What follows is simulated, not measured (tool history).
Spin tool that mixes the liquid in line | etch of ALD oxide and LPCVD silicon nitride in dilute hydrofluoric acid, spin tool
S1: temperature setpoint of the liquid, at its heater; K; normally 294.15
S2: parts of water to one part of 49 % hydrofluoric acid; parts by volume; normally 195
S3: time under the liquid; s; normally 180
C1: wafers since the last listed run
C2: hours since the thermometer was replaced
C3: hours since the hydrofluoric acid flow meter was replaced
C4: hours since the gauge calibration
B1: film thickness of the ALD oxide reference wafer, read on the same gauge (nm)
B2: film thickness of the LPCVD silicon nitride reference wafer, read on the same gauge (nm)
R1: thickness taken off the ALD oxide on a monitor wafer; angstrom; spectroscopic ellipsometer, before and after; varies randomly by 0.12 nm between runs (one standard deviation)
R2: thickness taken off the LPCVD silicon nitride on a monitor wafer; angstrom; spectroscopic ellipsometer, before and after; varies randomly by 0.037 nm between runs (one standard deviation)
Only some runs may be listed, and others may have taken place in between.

run   hour      S1   S2   S3   C1      C2     C3     C4     B1       B2     R1     R2
  1    0.0  290.65  195  245    0  2428.3  859.0  410.8  49.99  150.000  216.1   4.75
  2   15.6  297.65  195  180  115  2443.9  874.6  426.4  50.00  150.013  206.2   6.06
  3   34.8  297.65  195  180  141  2463.1  893.8  445.6  50.01  149.997  209.1   6.23
  4   59.6  297.65  195  180  182  2487.9  918.6  470.4  49.98  149.995  208.9   5.31
  5   93.5  294.15  195  180  250  2521.8  952.5  504.3  50.00  149.988  183.2   4.62
  6  108.5  294.15  195  180  110  2536.8  967.5  519.3  49.99  149.999  182.7   4.67
  7  129.2  294.15  195  180  152  2557.5  988.2  540.0  50.00  149.988  183.9   4.87
     169.8  -- gauge calibrated
     198.2  -- hydrofluoric acid flow meter replaced
  8  203.1  294.15  195  180  537  2631.4    4.9   33.3  50.00  150.003  173.4   4.63
     211.2  -- thermometer replaced
  9  216.4  294.15  195  180   90     5.2   18.2   46.6  50.03  150.001  176.7   4.09
 10  264.9  294.15  195  180  357    53.7   66.7   95.1  50.00  150.000  176.4   4.86
 11  285.6  294.15  195  180  152    74.4   87.4  115.8  49.99  150.021  174.3   4.60
 12  304.0  294.15  130  180  135    92.8  105.8  134.2  50.00  150.008  284.4   6.53
 13  330.6  294.15  230  180  196   119.4  132.4  160.8  50.01  150.004  145.6   4.52
 14  346.9  294.15  135  280  120   135.7  148.7  177.1  50.01  150.007  422.7  10.65
 15  380.4  298.65  135  255  247   169.2  182.2  210.6  50.02  149.999  463.8  12.78
 16  407.2  294.15  195  180  197   196.0  209.0  237.4  50.01  149.995  177.4   4.52
 17  472.2  294.15  160  240  479   261.0  274.0  302.4  50.01  149.996  299.9   7.66
 18  532.3  294.15  195  180  443   321.1  334.1  362.5  50.03  149.997  180.4   5.18
 19  559.4  296.65  230   95  199   348.2  361.2  389.6  50.02  150.001   84.4   2.40
 20  580.0  294.15  195  180  151   368.8  381.8  410.2  50.02  150.004  178.5   4.87

What will run 21 give?
 21  612.0  291.15  260  240  236  400.8  413.8  442.2   ?   ?   ?   ?

B1: 50.01
B2: 149.981
R1: 150.1 angstrom
R2: 3.62 angstrom
The same run, on a tool lacking any hidden state, would have yielded R1 145.7 angstrom, R2 3.54 angstrom.
